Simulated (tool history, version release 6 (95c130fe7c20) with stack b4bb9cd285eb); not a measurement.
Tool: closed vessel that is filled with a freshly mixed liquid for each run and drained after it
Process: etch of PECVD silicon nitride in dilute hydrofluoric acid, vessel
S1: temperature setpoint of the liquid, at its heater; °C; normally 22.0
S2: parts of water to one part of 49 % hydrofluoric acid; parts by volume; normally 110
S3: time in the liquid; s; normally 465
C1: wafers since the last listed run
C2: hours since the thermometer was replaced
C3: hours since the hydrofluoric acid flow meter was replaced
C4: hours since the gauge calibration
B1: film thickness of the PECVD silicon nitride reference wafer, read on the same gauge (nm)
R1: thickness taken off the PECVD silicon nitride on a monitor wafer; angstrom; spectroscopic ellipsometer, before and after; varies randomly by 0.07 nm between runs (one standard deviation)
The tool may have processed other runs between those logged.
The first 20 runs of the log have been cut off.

-- hour=902.6 hydrofluoric acid flow meter replaced
run 21 hour=936.3 | S1=22.0 S2=55 S3=595 | C1=4677 C2=928.0 C3=33.7 C4=767.6 | B1=119.99 | R1=246.4
run 22 hour=975.5 | S1=17.0 S2=110 S3=465 | C1=2981 C2=967.2 C3=72.9 C4=806.8 | B1=120.01 | R1=69.0
run 23 hour=1003.6 | S1=24.0 S2=140 S3=385 | C1=2137 C2=995.3 C3=101.0 C4=834.9 | B1=120.04 | R1=71.1
run 24 hour=1055.3 | S1=19.0 S2=110 S3=465 | C1=3932 C2=1047.0 C3=152.7 C4=886.6 | B1=120.03 | R1=78.2
run 25 hour=1124.7 | S1=25.0 S2=140 S3=350 | C1=5278 C2=1116.4 C3=222.1 C4=956.0 | B1=120.04 | R1=69.7
run 26 hour=1171.4 | S1=22.0 S2=60 S3=465 | C1=3551 C2=1163.1 C3=268.8 C4=1002.7 | B1=119.99 | R1=174.6
run 27 hour=1222.7 | S1=22.0 S2=60 S3=290 | C1=3901 C2=1214.4 C3=320.1 C4=1054.0 | B1=119.98 | R1=108.0
run 28 hour=1248.0 | S1=22.0 S2=110 S3=465 | C1=1924 C2=1239.7 C3=345.4 C4=1079.3 | B1=120.00 | R1=96.4
run 29 hour=1314.8 | S1=23.5 S2=150 S3=465 | C1=5080 C2=1306.5 C3=412.2 C4=1146.1 | B1=119.98 | R1=78.9
run 30 hour=1341.5 | S1=22.0 S2=110 S3=465 | C1=2030 C2=1333.2 C3=438.9 C4=1172.8 | B1=120.02 | R1=96.6
run 31 hour=1390.3 | S1=24.5 S2=125 S3=465 | C1=3711 C2=1382.0 C3=487.7 C4=1221.6 | B1=119.99 | R1=100.5

What if the next run were any one of these 5? Each begins from the tool's condition after run 31:
run A hour=1391.1 | S1=22.0 S2=110 S3=465 | C1=60 C2=1382.8 C3=488.5 C4=1222.4 | B1=? | R1=?
run B hour=1391.1 | S1=22.0 S2=110 S3=365 | C1=60 C2=1382.8 C3=488.5 C4=1222.4 | B1=? | R1=?
run C hour=1391.1 | S1=19.0 S2=110 S3=595 | C1=60 C2=1382.8 C3=488.5 C4=1222.4 | B1=? | R1=?
run D hour=1391.1 | S1=24.5 S2=125 S3=705 | C1=60 C2=1382.8 C3=488.5 C4=1222.4 | B1=? | R1=?
run E hour=1391.1 | S1=24.0 S2=145 S3=465 | C1=60 C2=1382.8 C3=488.5 C4=1222.4 | B1=? | R1=?

run=A B1=120.00 R1=96.6
run=B B1=120.00 R1=75.8
run=C B1=120.00 R1=100.9
run=D B1=120.00 R1=152.1
run=E B1=120.00 R1=83.9
With no hidden state in the tool, these same runs would have given:
run=A R1=97.9
run=B R1=76.9
run=C R1=102.3
run=D R1=154.3
run=E R1=85.1
